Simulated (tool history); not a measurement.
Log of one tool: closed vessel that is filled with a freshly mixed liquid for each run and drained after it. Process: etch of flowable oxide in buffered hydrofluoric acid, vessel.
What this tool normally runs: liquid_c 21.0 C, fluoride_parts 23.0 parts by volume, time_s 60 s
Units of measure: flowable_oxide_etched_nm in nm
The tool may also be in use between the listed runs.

run    hour  liquid_c  fluoride_parts  time_s  wafers since the last listed run  hours since the thermometer was replaced  hours since the hydrofluoric acid flow meter was replaced  hours since the gauge calibration  read-back film thickness of the flowable oxide reference wafer, read on the same gauge (nm)  flowable_oxide_etched_nm
  1     0.0      21.0            26.0      60                                 0                                    2849.3                                                     1297.9                              403.9                                                                                        50.02                     69.06
  2    73.7      24.5            20.0      60                              7713                                    2923.0                                                     1371.6                              477.6                                                                                        49.98                    100.91
  3   144.9      24.5            20.0      60                              7452                                    2994.2                                                     1442.8                              548.8                                                                                        50.02                    101.11
  4   207.5      24.5            20.0      60                              6552                                    3056.8                                                     1505.4                              611.4                                                                                        49.98                    100.39
  5   250.5      21.0            23.0      60                              4500                                    3099.8                                                     1548.4                              654.4                                                                                        50.00                     74.36
  6   292.8      21.0            23.0      60                              4427                                    3142.1                                                     1590.7                              696.7                                                                                        50.01                     73.98
  7   351.4      21.0            28.0      40                              6133                                    3200.7                                                     1649.3                              755.3                                                                                        50.01                     43.47
  8   397.0      21.0            30.0      60                              4772                                    3246.3                                                     1694.9                              800.9                                                                                        49.99                     60.71
  9   438.3      21.0            23.0      60                              4322                                    3287.6                                                     1736.2                              842.2                                                                                        49.98                     75.40
      448.2  -- thermometer replaced
 10   467.1      21.0            23.0      60                              2909                                      18.9                                                     1765.0                              871.0                                                                                        50.00                     73.99
 11   512.1      21.0            23.0      60                              4709                                      63.9                                                     1810.0                              916.0                                                                                        50.00                     73.50
      563.4  -- gauge calibrated
 12   569.1      21.0            17.5      60                              5965                                     120.9                                                     1867.0                                5.7                                                                                        49.99                     90.54
 13   618.7      21.0            23.0      60                              5191                                     170.5                                                     1916.6                               55.3                                                                                        50.01                     73.37
 14   679.3      21.0            28.5      80                              6342                                     231.1                                                     1977.2                              115.9                                                                                        49.99                     84.07
 15   722.9      21.0            23.0      60                              4563                                     274.7                                                     2020.8                              159.5                                                                                        50.02                     74.01
 16   774.9      24.5            23.0      60                              5442                                     326.7                                                     2072.8                              211.5                                                                                        50.01                     89.31
      790.5  -- hydrofluoric acid flow meter replaced
 17   826.9      23.5            15.0      70                              5337                                     378.7                                                       36.4                              263.5                                                                                        50.00                    130.48
 18   858.9      21.0            23.0      80                              3349                                     410.7                                                       68.4                              295.5                                                                                        50.01                     92.60
 19   891.2      21.0            23.0      50                              3380                                     443.0                                                      100.7                              327.8                                                                                        50.00                     57.97
 20   924.2      23.0            23.0      85                              3453                                     476.0                                                      133.7                              360.8                                                                                        50.00                    110.50
     1019.0  -- hydrofluoric acid flow meter replaced, repeated, since the last time left the tool worse
 21  1058.1      21.0            23.0      60                             13909                                     609.9                                                       39.1                              494.7                                                                                        49.98                     76.98
 22  1092.3      22.5            23.0      95                              3579                                     644.1                                                       73.3                              528.9                                                                                        50.02                    133.19
 23  1135.5      21.0            23.0      60                              4521                                     687.3                                                      116.5                              572.1                                                                                        50.00                     77.15
 24  1183.7      24.0            20.0      85                              5044                                     735.5                                                      164.7                              620.3                                                                                        49.98                    143.49

Alternative continuations, all from the tool just after run 24; predict every row:
  A  1184.4      21.0            23.0      60                                73                                     736.2                                                      165.4                              621.0                                                                                            ?                         ?
  B  1184.4      18.0            18.0      40                                73                                     736.2                                                      165.4                              621.0                                                                                            ?                         ?
  C  1184.4      25.5            23.0      35                                73                                     736.2                                                      165.4                              621.0                                                                                            ?                         ?
  D  1184.4      19.0            23.0      30                                73                                     736.2                                                      165.4                              621.0                                                                                            ?                         ?

run  read-back film thickness of the flowable oxide reference wafer, read on the same gauge (nm)  flowable_oxide_etched_nm
  A                                                                                        50.00                     77.81
  B                                                                                        50.00                     53.44
  C                                                                                        50.00                     58.16
  D                                                                                        50.00                     34.77
What these runs would have given with no unlogged condition in the tool:
run  flowable_oxide_etched_nm
  A                     78.11
  B                     53.74
  C                     58.38
  D                     34.90
